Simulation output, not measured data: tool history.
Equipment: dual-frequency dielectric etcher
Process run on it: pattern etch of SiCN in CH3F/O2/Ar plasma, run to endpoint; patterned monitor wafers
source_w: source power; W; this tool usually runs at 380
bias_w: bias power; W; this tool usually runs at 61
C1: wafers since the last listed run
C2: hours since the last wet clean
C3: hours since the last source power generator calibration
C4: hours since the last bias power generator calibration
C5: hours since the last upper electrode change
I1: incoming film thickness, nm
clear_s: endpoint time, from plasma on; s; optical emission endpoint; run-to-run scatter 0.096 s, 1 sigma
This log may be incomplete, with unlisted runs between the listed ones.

{"run": 1, "hour": 0.0, "source_w": 320, "bias_w": 61, "C1": 0, "C2": 470.5, "C3": 1436.7, "C4": 2817.1, "C5": 5037.3, "I1": 6.65, "clear_s": 21.1}
{"run": 2, "hour": 21.4, "source_w": 320, "bias_w": 61, "C1": 195, "C2": 491.9, "C3": 1458.1, "C4": 2838.5, "C5": 5058.7, "I1": 6.66, "clear_s": 21}
{"run": 3, "hour": 54.2, "source_w": 380, "bias_w": 57, "C1": 300, "C2": 524.7, "C3": 1490.9, "C4": 2871.3, "C5": 5091.5, "I1": 6.72, "clear_s": 19.8}
{"run": 4, "hour": 83.7, "source_w": 380, "bias_w": 57, "C1": 269, "C2": 554.2, "C3": 1520.4, "C4": 2900.8, "C5": 5121, "I1": 6.72, "clear_s": 19.8}
{"hour": 115.5, "done": "wet clean of the chamber"}
{"run": 5, "hour": 116.0, "source_w": 380, "bias_w": 61, "C1": 75, "C2": 0.5, "C3": 1552.7, "C4": 2933.1, "C5": 5153.3, "I1": 6.69, "clear_s": 20}
{"hour": 125.2, "done": "source power generator calibrated"}
{"run": 6, "hour": 125.7, "source_w": 380, "bias_w": 61, "C1": 52, "C2": 10.2, "C3": 0.5, "C4": 2942.8, "C5": 5163, "I1": 6.73, "clear_s": 20.3}
{"run": 7, "hour": 149.7, "source_w": 380, "bias_w": 61, "C1": 219, "C2": 34.2, "C3": 24.5, "C4": 2966.8, "C5": 5187, "I1": 6.64, "clear_s": 19.9}
{"hour": 185.4, "done": "upper electrode replaced"}
{"run": 8, "hour": 185.9, "source_w": 380, "bias_w": 61, "C1": 111, "C2": 70.4, "C3": 60.7, "C4": 3003, "C5": 0.5, "I1": 6.73, "clear_s": 20}
{"run": 9, "hour": 186.2, "source_w": 460, "bias_w": 68, "C1": 2, "C2": 70.7, "C3": 61, "C4": 3003.3, "C5": 0.8, "I1": 6.63, "clear_s": 17.1}
{"run": 10, "hour": 202.8, "source_w": 380, "bias_w": 61, "C1": 151, "C2": 87.3, "C3": 77.6, "C4": 3019.9, "C5": 17.4, "I1": 6.68, "clear_s": 19.9}
{"run": 11, "hour": 226.1, "source_w": 380, "bias_w": 69, "C1": 213, "C2": 110.6, "C3": 100.9, "C4": 3043.2, "C5": 40.7, "I1": 6.72, "clear_s": 18.9}
{"hour": 253.8, "done": "bias power generator calibrated"}
{"run": 12, "hour": 254.3, "source_w": 330, "bias_w": 74, "C1": 221, "C2": 138.8, "C3": 129.1, "C4": 0.5, "C5": 68.9, "I1": 6.72, "clear_s": 19.9}
{"run": 13, "hour": 267.5, "source_w": 430, "bias_w": 75, "C1": 120, "C2": 152, "C3": 142.3, "C4": 13.7, "C5": 82.1, "I1": 6.67, "clear_s": 17.1}
{"run": 14, "hour": 298.6, "source_w": 380, "bias_w": 76, "C1": 284, "C2": 183.1, "C3": 173.4, "C4": 44.8, "C5": 113.2, "I1": 6.73, "clear_s": 18.1}
{"run": 15, "hour": 328.3, "source_w": 350, "bias_w": 67, "C1": 271, "C2": 212.8, "C3": 203.1, "C4": 74.5, "C5": 142.9, "I1": 6.71, "clear_s": 19.9}
{"run": 16, "hour": 341.4, "source_w": 380, "bias_w": 67, "C1": 119, "C2": 225.9, "C3": 216.2, "C4": 87.6, "C5": 156, "I1": 6.75, "clear_s": 18.9}
{"run": 17, "hour": 376.0, "source_w": 380, "bias_w": 61, "C1": 316, "C2": 260.5, "C3": 250.8, "C4": 122.2, "C5": 190.6, "I1": 6.76, "clear_s": 19.6}

Consider 5 possible next runs. They are alternatives, not a sequence: every one starts from the tool as it was left by run 17. What does each give?
{"run": "A", "hour": 376.4, "source_w": 380, "bias_w": 61, "C1": 3, "C2": 260.9, "C3": 251.2, "C4": 122.6, "C5": 191, "I1": 6.68, "clear_s": "?"}
{"run": "B", "hour": 376.4, "source_w": 300, "bias_w": 67, "C1": 3, "C2": 260.9, "C3": 251.2, "C4": 122.6, "C5": 191, "I1": 6.68, "clear_s": "?"}
{"run": "C", "hour": 376.4, "source_w": 430, "bias_w": 50, "C1": 3, "C2": 260.9, "C3": 251.2, "C4": 122.6, "C5": 191, "I1": 6.68, "clear_s": "?"}
{"run": "D", "hour": 376.4, "source_w": 340, "bias_w": 52, "C1": 3, "C2": 260.9, "C3": 251.2, "C4": 122.6, "C5": 191, "I1": 6.68, "clear_s": "?"}
{"run": "E", "hour": 376.4, "source_w": 470, "bias_w": 48, "C1": 3, "C2": 260.9, "C3": 251.2, "C4": 122.6, "C5": 191, "I1": 6.68, "clear_s": "?"}

run=A clear_s=19.5
run=B clear_s=21.5
run=C clear_s=19.7
run=D clear_s=22.1
run=E clear_s=19.1
With the hidden condition removed and each run's random variation left untouched, the same runs would have given:
run=A clear_s=19.8
run=B clear_s=21.9
run=C clear_s=20.1
run=D clear_s=22.5
run=E clear_s=19.5

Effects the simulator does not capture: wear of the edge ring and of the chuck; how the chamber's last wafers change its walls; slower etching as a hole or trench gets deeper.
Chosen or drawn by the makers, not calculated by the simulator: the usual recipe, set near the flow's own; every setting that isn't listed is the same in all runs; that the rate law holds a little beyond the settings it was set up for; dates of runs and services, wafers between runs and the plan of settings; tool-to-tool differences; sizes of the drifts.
